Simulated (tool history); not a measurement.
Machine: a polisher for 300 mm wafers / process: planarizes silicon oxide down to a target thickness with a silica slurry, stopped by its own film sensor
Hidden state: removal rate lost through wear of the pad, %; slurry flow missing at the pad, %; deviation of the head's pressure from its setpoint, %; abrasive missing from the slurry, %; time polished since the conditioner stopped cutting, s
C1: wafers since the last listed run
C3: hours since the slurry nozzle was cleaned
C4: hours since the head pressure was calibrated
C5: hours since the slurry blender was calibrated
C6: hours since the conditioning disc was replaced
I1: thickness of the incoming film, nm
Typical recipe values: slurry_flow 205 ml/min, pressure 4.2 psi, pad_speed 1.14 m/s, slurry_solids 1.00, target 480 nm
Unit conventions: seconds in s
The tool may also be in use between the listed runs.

{"run": 1, "day": 0.0, "slurry_flow": 205, "pressure": 4.2, "pad_speed": 1.14, "slurry_solids": 1.0, "target": 480, "C1": 0, "wafers polished on this pad": 7311, "C3": 480.2, "C4": 753.0, "C5": 487.3, "C6": 692.8, "I1": 945.9, "seconds": 180.7}
{"day": 1.033, "done": "worn pad replaced by a new one"}
{"day": 1.104, "done": "head pressure recalibrated"}
{"run": 2, "day": 3.004, "slurry_flow": 205, "pressure": 4.2, "pad_speed": 1.14, "slurry_solids": 1.0, "target": 480, "C1": 615, "wafers polished on this pad": 422, "C3": 552.3, "C4": 45.6, "C5": 559.4, "C6": 764.9, "I1": 920.0, "seconds": 170.6}
{"run": 3, "day": 5.475, "slurry_flow": 205, "pressure": 4.2, "pad_speed": 1.14, "slurry_solids": 1.0, "target": 480, "C1": 549, "wafers polished on this pad": 971, "C3": 611.6, "C4": 104.9, "C5": 618.7, "C6": 824.2, "I1": 951.4, "seconds": 187.0}
{"day": 5.85, "done": "conditioning disc replaced and pad reconditioned, repeated, since the last time left the tool worse"}
{"day": 7.804, "done": "slurry nozzle cleaned"}
{"run": 4, "day": 7.917, "slurry_flow": 205, "pressure": 4.2, "pad_speed": 1.14, "slurry_solids": 1.0, "target": 480, "C1": 515, "wafers polished on this pad": 1486, "C3": 2.7, "C4": 163.5, "C5": 677.3, "C6": 49.6, "I1": 942.6, "seconds": 138.6}
{"run": 5, "day": 10.692, "slurry_flow": 205, "pressure": 5.1, "pad_speed": 0.88, "slurry_solids": 0.7, "target": 480, "C1": 616, "wafers polished on this pad": 2103, "C3": 69.3, "C4": 230.1, "C5": 743.9, "C6": 116.2, "I1": 933.4, "seconds": 178.5}
{"run": 6, "day": 12.975, "slurry_flow": 205, "pressure": 5.5, "pad_speed": 1.14, "slurry_solids": 1.0, "target": 329, "C1": 507, "wafers polished on this pad": 2611, "C3": 124.1, "C4": 284.9, "C5": 798.7, "C6": 171.0, "I1": 922.9, "seconds": 134.9}
{"day": 13.488, "done": "slurry blender recalibrated"}
{"run": 7, "day": 15.058, "slurry_flow": 205, "pressure": 4.2, "pad_speed": 1.14, "slurry_solids": 1.0, "target": 480, "C1": 444, "wafers polished on this pad": 3055, "C3": 174.1, "C4": 334.9, "C5": 37.7, "C6": 221.0, "I1": 945.7, "seconds": 140.5}
{"run": 8, "day": 16.888, "slurry_flow": 205, "pressure": 4.2, "pad_speed": 1.14, "slurry_solids": 1.0, "target": 480, "C1": 406, "wafers polished on this pad": 3462, "C3": 218.0, "C4": 378.8, "C5": 81.6, "C6": 264.9, "I1": 941.9, "seconds": 138.4}
{"run": 9, "day": 19.325, "slurry_flow": 205, "pressure": 4.2, "pad_speed": 1.02, "slurry_solids": 1.0, "target": 480, "C1": 541, "wafers polished on this pad": 4004, "C3": 276.5, "C4": 437.3, "C5": 140.1, "C6": 323.4, "I1": 926.3, "seconds": 150.1}
{"run": 10, "day": 21.296, "slurry_flow": 275, "pressure": 3.1, "pad_speed": 1.14, "slurry_solids": 1.0, "target": 480, "C1": 438, "wafers polished on this pad": 4442, "C3": 323.8, "C4": 484.6, "C5": 187.4, "C6": 370.7, "I1": 930.4, "seconds": 180.9}
{"run": 11, "day": 23.467, "slurry_flow": 205, "pressure": 4.2, "pad_speed": 1.14, "slurry_solids": 0.75, "target": 588, "C1": 482, "wafers polished on this pad": 4925, "C3": 375.9, "C4": 536.7, "C5": 239.5, "C6": 422.8, "I1": 952.5, "seconds": 137.4}
{"run": 12, "day": 27.375, "slurry_flow": 205, "pressure": 4.2, "pad_speed": 1.14, "slurry_solids": 1.25, "target": 399, "C1": 868, "wafers polished on this pad": 5794, "C3": 469.7, "C4": 630.5, "C5": 333.3, "C6": 516.6, "I1": 924.2, "seconds": 147.8}
{"day": 30.317, "done": "head pressure recalibrated"}
{"run": 13, "day": 31.775, "slurry_flow": 205, "pressure": 4.2, "pad_speed": 0.84, "slurry_solids": 1.0, "target": 480, "C1": 959, "wafers polished on this pad": 6754, "C3": 575.3, "C4": 35.0, "C5": 438.9, "C6": 622.2, "I1": 942.8, "seconds": 188.5}
{"day": 34.604, "done": "worn pad replaced by a new one"}
{"run": 14, "day": 35.558, "slurry_flow": 205, "pressure": 4.2, "pad_speed": 1.14, "slurry_solids": 1.0, "target": 480, "C1": 804, "wafers polished on this pad": 212, "C3": 666.1, "C4": 125.8, "C5": 529.7, "C6": 713.0, "I1": 932.2, "seconds": 152.9}
{"run": 15, "day": 37.908, "slurry_flow": 205, "pressure": 4.6, "pad_speed": 1.5, "slurry_solids": 0.9, "target": 615, "C1": 522, "wafers polished on this pad": 734, "C3": 722.5, "C4": 182.2, "C5": 586.1, "C6": 769.4, "I1": 940.6, "seconds": 90.5}
{"day": 41.2, "done": "conditioning disc replaced and pad reconditioned"}
{"run": 16, "day": 42.242, "slurry_flow": 205, "pressure": 4.2, "pad_speed": 1.0, "slurry_solids": 1.0, "target": 480, "C1": 944, "wafers polished on this pad": 1679, "C3": 826.5, "C4": 286.2, "C5": 690.1, "C6": 25.0, "I1": 940.0, "seconds": 153.5}
{"day": 42.338, "done": "slurry nozzle cleaned"}
{"run": 17, "day": 43.829, "slurry_flow": 205, "pressure": 4.2, "pad_speed": 1.14, "slurry_solids": 1.0, "target": 480, "C1": 343, "wafers polished on this pad": 2023, "C3": 35.8, "C4": 324.3, "C5": 728.2, "C6": 63.1, "I1": 938.4, "seconds": 134.4}
{"run": 18, "day": 46.808, "slurry_flow": 205, "pressure": 4.2, "pad_speed": 1.14, "slurry_solids": 1.0, "target": 537, "C1": 662, "wafers polished on this pad": 2685, "C3": 107.3, "C4": 395.8, "C5": 799.7, "C6": 134.6, "I1": 946.5, "seconds": 121.1}
{"day": 47.054, "done": "slurry blender recalibrated"}
{"run": 19, "day": 55.096, "slurry_flow": 205, "pressure": 4.2, "pad_speed": 1.14, "slurry_solids": 1.0, "target": 480, "C1": 1824, "wafers polished on this pad": 4509, "C3": 306.2, "C4": 594.7, "C5": 193.0, "C6": 333.5, "I1": 927.0, "seconds": 134.7}
{"day": 58.75, "done": "head pressure recalibrated"}
{"run": 20, "day": 58.929, "slurry_flow": 145, "pressure": 5.2, "pad_speed": 0.84, "slurry_solids": 1.0, "target": 480, "C1": 833, "wafers polished on this pad": 5343, "C3": 398.2, "C4": 4.3, "C5": 285.0, "C6": 425.5, "I1": 938.1, "seconds": 152.4}
{"day": 63.288, "done": "worn pad replaced by a new one"}
{"run": 21, "day": 63.375, "slurry_flow": 205, "pressure": 4.2, "pad_speed": 1.14, "slurry_solids": 1.0, "target": 480, "C1": 951, "wafers polished on this pad": 19, "C3": 504.9, "C4": 111.0, "C5": 391.7, "C6": 532.2, "I1": 928.1, "seconds": 141.8}
{"run": 22, "day": 65.767, "slurry_flow": 205, "pressure": 4.8, "pad_speed": 1.36, "slurry_solids": 0.9, "target": 480, "C1": 531, "wafers polished on this pad": 550, "C3": 562.3, "C4": 168.4, "C5": 449.1, "C6": 589.6, "I1": 946.3, "seconds": 128.9}
{"run": 23, "day": 68.588, "slurry_flow": 205, "pressure": 4.2, "pad_speed": 1.14, "slurry_solids": 1.0, "target": 480, "C1": 627, "wafers polished on this pad": 1178, "C3": 630.0, "C4": 236.1, "C5": 516.8, "C6": 657.3, "I1": 946.5, "seconds": 153.0}
{"day": 68.817, "done": "conditioning disc replaced and pad reconditioned"}
{"run": 24, "day": 72.196, "slurry_flow": 205, "pressure": 4.2, "pad_speed": 1.38, "slurry_solids": 1.3, "target": 480, "C1": 783, "wafers polished on this pad": 1961, "C3": 716.6, "C4": 322.7, "C5": 603.4, "C6": 81.1, "I1": 954.1, "seconds": 106.2}
{"day": 75.304, "done": "slurry nozzle cleaned"}
{"run": 25, "day": 75.804, "slurry_flow": 170, "pressure": 4.2, "pad_speed": 0.74, "slurry_solids": 1.0, "target": 480, "C1": 793, "wafers polished on this pad": 2754, "C3": 12.0, "C4": 409.3, "C5": 690.0, "C6": 167.7, "I1": 961.1, "seconds": 212.8}

Below, some changes in seconds between adjacent runs. For each, the amount present without the hidden state too (settings, incoming material, random variation) and the amount remaining for the hidden state with gauge scatter not shared by both compared results:
Run 3 -> 4: conditioning disc replaced and pad reconditioned, repeated, since the last time left the tool worse, slurry nozzle cleaned. seconds -48.4 s: hidden state -47.4, all else -1.0.
Run 15 -> 16: pressure 4.6 -> 4.2, pad_speed 1.50 -> 1.00, slurry_solids 0.90 -> 1.00, target 615 -> 480, conditioning disc replaced and pad reconditioned. seconds +63.0 s: hidden state -14.7, all else +77.7.
Run 24 -> 25: slurry_flow 205 -> 170, pad_speed 1.38 -> 0.74, slurry_solids 1.30 -> 1.00, slurry nozzle cleaned. seconds +106.6 s: hidden state +1.0, all else +105.6.
